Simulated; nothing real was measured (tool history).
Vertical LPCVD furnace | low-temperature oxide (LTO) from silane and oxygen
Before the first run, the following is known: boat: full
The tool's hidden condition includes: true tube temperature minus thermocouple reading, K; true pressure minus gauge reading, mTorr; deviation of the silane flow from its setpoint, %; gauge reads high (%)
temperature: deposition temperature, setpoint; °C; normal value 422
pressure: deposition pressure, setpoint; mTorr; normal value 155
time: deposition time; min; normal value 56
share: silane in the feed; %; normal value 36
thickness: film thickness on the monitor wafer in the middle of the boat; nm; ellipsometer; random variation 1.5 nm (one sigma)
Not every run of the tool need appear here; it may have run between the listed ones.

run,hour,temperature,pressure,time,share,wafers since the last listed run,hours since the last temperature calibration,hours since the pressure gauge was zeroed,hours since the silane flow controller was replaced,hours since the gauge calibration,"read-back reference wafer on the same gauge, thickness",thickness
1,0,422,155,56,36,0,3588.8,3186.3,754.8,961.4,505.9,429.02
2,48.1,422,155,56,36,750,3636.9,3234.4,802.9,1009.5,504.51,430.58
3,95.3,422,155,56,36,736,3684.1,3281.6,850.1,1056.7,503.78,430.5
4,186.8,422,155,56,36,1427,3775.6,3373.1,941.6,1148.2,502.62,428.44
5,357.6,422,155,56,36,2664,3946.4,3543.9,1112.4,1319,500.03,422.25
6,430.3,422,140,56,39,1134,4019.1,3616.6,1185.1,1391.7,499.1,420.03
7,474.8,422,140,56,39,694,4063.6,3661.1,1229.6,1436.2,498.19,421.23
# hour 519.8: gauge calibrated
# hour 591.5: thermocouples replaced and temperature profile calibrated
8,735.7,422,140,56,39,3695,144.2,3922,1490.5,215.9,508.64,429.34
9,967.4,422,155,56,36,3614,375.9,4153.7,1722.2,447.6,508.04,430.97
10,1027,426,155,44.5,36,929,435.5,4213.3,1781.8,507.2,507.63,355.89
11,1068.1,426,155,44.5,36,641,476.6,4254.4,1822.9,548.3,507,356.29
12,1136.5,422,155,61.5,36,1067,545,4322.8,1891.3,616.7,506.46,472.11
13,1184,422,155,61.5,36,741,592.5,4370.3,1938.8,664.2,505.57,471.59
14,1278.9,422,155,75.5,36,1480,687.4,4465.2,2033.7,759.1,505.53,581.23
15,1383.2,430,155,37,36,1627,791.7,4569.5,2138,863.4,504.83,306.73
16,1484,414,140,76,34,1572,892.5,4670.3,2238.8,964.2,503.1,447.94
17,1520.9,416,155,56,36,575,929.4,4707.2,2275.7,1001.1,502.88,399.97
18,1568.1,426,155,64.5,34,736,976.6,4754.4,2322.9,1048.3,502.04,477.92
19,1666.6,422,135,34,36,1536,1075.1,4852.9,2421.4,1146.8,501.02,225.74
20,1732.5,422,170,56,36,1028,1141,4918.8,2487.3,1212.7,500.89,466.87
# hour 1765.3: pressure gauge zeroed
# hour 1794.2: silane flow controller replaced
21,1825,422,155,56,36,694,1233.5,59.7,30.8,1305.2,498.7,423.81
22,1872.3,422,155,56,33,737,1280.8,107,78.1,1352.5,496.76,378.29
23,1916.3,422,155,56,36,686,1324.8,151,122.1,1396.5,496.48,422.47
# hour 1949.1: gauge calibrated
24,2220.4,418,155,71.5,29,4744,1628.9,455.1,426.2,271.3,508.18,393.52
25,2266.5,422,185,56,41,719,1675,501.2,472.3,317.4,507.92,601.75
26,2321.5,422,155,56,36,858,1730,556.2,527.3,372.4,507.87,429.17
27,2367,428,190,70,41,709,1775.5,601.7,572.8,417.9,507.17,814.18
28,2465.5,429,185,45,42,1536,1874,700.2,671.3,516.4,506.31,527.54
29,2565.6,422,155,56,36,1561,1974.1,800.3,771.4,616.5,506.85,429.5
30,2619.9,422,155,56,36,847,2028.4,854.6,825.7,670.8,506.76,429.14
31,2670.2,422,130,36.5,42,784,2078.7,904.9,876,721.1,505.72,280.72
32,2758.3,414,120,48,36,1374,2166.8,993,964.1,809.2,504.11,260.01

Here are 3 independent what-if runs from the current tool condition. What would each one return?
A,2763.1,422,155,56,36,74,2171.6,997.8,968.9,814,?,?
B,2763.1,422,155,56,34,74,2171.6,997.8,968.9,814,?,?
C,2763.1,431,155,56,36,74,2171.6,997.8,968.9,814,?,?

run,"read-back reference wafer on the same gauge, thickness",thickness
A,504.25,428.49
B,504.25,398.49
C,504.25,470.01
Take away the tool's hidden state, keep each run's random variation, and the runs would have read:
run,thickness
A,432.34
B,402.07
C,474.23
